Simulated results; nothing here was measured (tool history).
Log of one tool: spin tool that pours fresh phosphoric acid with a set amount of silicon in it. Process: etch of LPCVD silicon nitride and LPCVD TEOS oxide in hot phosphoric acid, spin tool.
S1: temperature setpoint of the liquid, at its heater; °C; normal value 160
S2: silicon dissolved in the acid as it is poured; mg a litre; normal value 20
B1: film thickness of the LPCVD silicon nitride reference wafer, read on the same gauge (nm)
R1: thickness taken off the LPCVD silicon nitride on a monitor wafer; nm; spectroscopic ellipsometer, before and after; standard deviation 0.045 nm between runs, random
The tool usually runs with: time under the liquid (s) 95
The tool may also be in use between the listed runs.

run 1 hour=0 | S1=162 S2=20 time_under_the_liquid_(s)=130 | B1=50.02 | R1=11.36
run 2 hour=30 | S1=160 S2=13.5 time_under_the_liquid_(s)=50 | B1=50 | R1=4.08
run 3 hour=125.5 | S1=161.5 S2=5.5 time_under_the_liquid_(s)=65 | B1=49.97 | R1=5.59
run 4 hour=142.6 | S1=160 S2=20 time_under_the_liquid_(s)=95 | B1=50.02 | R1=7.78
-- hour=150 thermometer replaced
run 5 hour=168.4 | S1=160 S2=20 time_under_the_liquid_(s)=95 | B1=50.01 | R1=7.78
run 6 hour=202.9 | S1=162 S2=11.5 time_under_the_liquid_(s)=60 | B1=50.01 | R1=5.24
run 7 hour=230.9 | S1=160 S2=20 time_under_the_liquid_(s)=75 | B1=49.99 | R1=6.12
run 8 hour=246.4 | S1=162.5 S2=20 time_under_the_liquid_(s)=95 | B1=49.98 | R1=8.43
run 9 hour=270.8 | S1=158.5 S2=20 time_under_the_liquid_(s)=95 | B1=49.99 | R1=7.52
run 10 hour=290.7 | S1=161 S2=20 time_under_the_liquid_(s)=95 | B1=50 | R1=8.09
run 11 hour=303.3 | S1=160 S2=20 time_under_the_liquid_(s)=95 | B1=50.02 | R1=7.72
-- hour=304.5 heated supply line repaired
run 12 hour=336.4 | S1=160 S2=14.5 time_under_the_liquid_(s)=95 | B1=50.01 | R1=7.76
run 13 hour=353.3 | S1=160 S2=25 time_under_the_liquid_(s)=95 | B1=50.01 | R1=7.79
run 14 hour=374.8 | S1=161.5 S2=20 time_under_the_liquid_(s)=60 | B1=50 | R1=5.21
run 15 hour=399.9 | S1=161 S2=34 time_under_the_liquid_(s)=95 | B1=49.99 | R1=8.08
run 16 hour=414.9 | S1=163 S2=32 time_under_the_liquid_(s)=115 | B1=50.02 | R1=10.5
run 17 hour=433.8 | S1=160 S2=20 time_under_the_liquid_(s)=80 | B1=50.01 | R1=6.52
run 18 hour=451.6 | S1=158 S2=26 time_under_the_liquid_(s)=135 | B1=50 | R1=10.38
run 19 hour=472 | S1=158.5 S2=4 time_under_the_liquid_(s)=45 | B1=50 | R1=3.51
run 20 hour=486.8 | S1=163 S2=20 time_under_the_liquid_(s)=95 | B1=50.03 | R1=8.68
run 21 hour=503.1 | S1=161 S2=28.5 time_under_the_liquid_(s)=75 | B1=50.04 | R1=6.37
run 22 hour=541.1 | S1=158.5 S2=28 time_under_the_liquid_(s)=95 | B1=50 | R1=7.48

Here are 4 independent what-if runs from the current tool condition. What would each one return?
run A hour=541.5 | S1=160 S2=36 time_under_the_liquid_(s)=95 | B1=? | R1=?
run B hour=541.5 | S1=160 S2=20 time_under_the_liquid_(s)=145 | B1=? | R1=?
run C hour=541.5 | S1=157.5 S2=6 time_under_the_liquid_(s)=95 | B1=? | R1=?
run D hour=541.5 | S1=157.5 S2=20 time_under_the_liquid_(s)=70 | B1=? | R1=?

run=A B1=50 R1=7.81
run=B B1=50 R1=11.92
run=C B1=50 R1=7.18
run=D B1=50 R1=5.29
Without the tool's unlogged condition, the same runs would have read:
run=A R1=7.81
run=B R1=11.92
run=C R1=7.18
run=D R1=5.29
